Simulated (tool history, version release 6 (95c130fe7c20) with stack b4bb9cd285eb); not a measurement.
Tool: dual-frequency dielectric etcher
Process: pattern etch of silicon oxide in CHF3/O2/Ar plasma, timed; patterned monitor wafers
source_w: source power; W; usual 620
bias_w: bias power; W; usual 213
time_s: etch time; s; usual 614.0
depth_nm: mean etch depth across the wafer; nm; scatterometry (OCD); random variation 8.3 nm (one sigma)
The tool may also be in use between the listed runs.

run	hour	source_w	bias_w	time_s	wafers since the last listed run	hours since the last wet clean	hours since the last source power generator calibration	hours since the last bias power generator calibration	hours since the last upper electrode change	hours since the gauge calibration	read-back reference wafer on the same gauge, depth_nm	depth_nm
1	0.0	620	213	614.0	0	306.7	1003.9	2886.8	2510.1	933.0	1382.1	1242.8
2	44.4	620	213	614.0	123	351.1	1048.3	2931.2	2554.5	977.4	1380.8	1249.2
3	159.6	620	213	614.0	321	466.3	1163.5	3046.4	2669.7	1092.6	1381.0	1239.3
# hour 193.1: wet clean of the chamber
4	213.6	620	213	614.0	83	20.5	1217.5	3100.4	2723.7	1146.6	1380.8	1244.0
5	264.9	620	213	614.0	142	71.8	1268.8	3151.7	2775.0	1197.9	1378.4	1254.3
6	319.0	620	213	534.5	150	125.9	1322.9	3205.8	2829.1	1252.0	1378.4	1093.0
7	384.5	620	213	534.5	182	191.4	1388.4	3271.3	2894.6	1317.5	1378.4	1105.7
# hour 426.9: bias power generator calibrated
8	450.4	540	213	614.0	172	257.3	1454.3	23.5	2960.5	1383.4	1380.8	1190.3
9	481.8	540	213	614.0	87	288.7	1485.7	54.9	2991.9	1414.8	1379.1	1180.4
10	549.3	620	183	614.0	188	356.2	1553.2	122.4	3059.4	1482.3	1383.2	1167.0
11	576.9	620	213	614.0	76	383.8	1580.8	150.0	3087.0	1509.9	1379.8	1269.3
12	639.1	620	213	614.0	173	446.0	1643.0	212.2	3149.2	1572.1	1381.5	1245.7
# hour 664.4: wet clean of the chamber
13	667.3	460	213	614.0	11	2.9	1671.2	240.4	3177.4	1600.3	1380.4	1103.1
14	736.8	620	213	614.0	193	72.4	1740.7	309.9	3246.9	1669.8	1379.3	1241.6
15	786.7	620	213	614.0	139	122.3	1790.6	359.8	3296.8	1719.7	1381.7	1253.0
16	847.0	620	213	614.0	168	182.6	1850.9	420.1	3357.1	1780.0	1378.7	1259.4
# hour 856.8: source power generator calibrated
17	885.7	620	213	668.5	96	221.3	28.9	458.8	3395.8	1818.7	1377.7	1360.2
18	946.2	620	213	614.0	168	281.8	89.4	519.3	3456.3	1879.2	1375.3	1251.5
# hour 988.2: gauge calibrated
19	1012.2	770	169	709.0	183	347.8	155.4	585.3	3522.3	24.0	1379.1	1420.9
20	1061.9	530	243	436.0	138	397.5	205.1	635.0	3572.0	73.7	1377.2	883.6
# hour 1099.0: upper electrode replaced
21	1099.5	620	213	614.0	37	435.1	242.7	672.6	0.5	111.3	1379.5	1247.3
# hour 1152.6: wet clean of the chamber
22	1153.1	620	213	614.0	82	0.5	296.3	726.2	54.1	164.9	1379.9	1252.1
23	1194.9	620	181	729.0	116	42.3	338.1	768.0	95.9	206.7	1383.4	1380.6
24	1227.2	710	181	725.0	90	74.6	370.4	800.3	128.2	239.0	1379.2	1463.4
25	1256.2	620	167	702.5	80	103.6	399.4	829.3	157.2	268.0	1378.7	1283.2
26	1313.4	490	213	614.0	159	160.8	456.6	886.5	214.4	325.2	1381.1	1143.8
27	1486.5	530	229	530.5	482	333.9	629.7	1059.6	387.5	498.3	1379.1	1046.8
28	1549.8	620	213	716.0	176	397.2	693.0	1122.9	450.8	561.6	1379.6	1476.7
# hour 1583.0: wet clean of the chamber
29	1615.5	680	174	699.5	116	32.5	758.7	1188.6	516.5	627.3	1379.4	1362.8
30	1683.4	570	172	614.0	189	100.4	826.6	1256.5	584.4	695.2	1381.2	1088.5

Hidden state at the last listed run before each entry between runs and at the first one after, where it differs:
Between runs 3 and 4: wet clean of the chamber (hour 193.1)
  no hidden state differs between the two runs
Between runs 7 and 8: bias power generator calibrated (hour 426.9)
  no hidden state differs between the two runs
Between runs 12 and 13: wet clean of the chamber (hour 664.4)
  no hidden state differs between the two runs
Between runs 16 and 17: source power generator calibrated (hour 856.8)
  no hidden state differs between the two runs
Between runs 18 and 19: gauge calibrated (hour 988.2)
  no hidden state differs between the two runs
Between runs 20 and 21: upper electrode replaced (hour 1099.0)
  no hidden state differs between the two runs
Between runs 21 and 22: wet clean of the chamber (hour 1152.6)
  no hidden state differs between the two runs
Between runs 28 and 29: wet clean of the chamber (hour 1583.0)
  no hidden state differs between the two runs
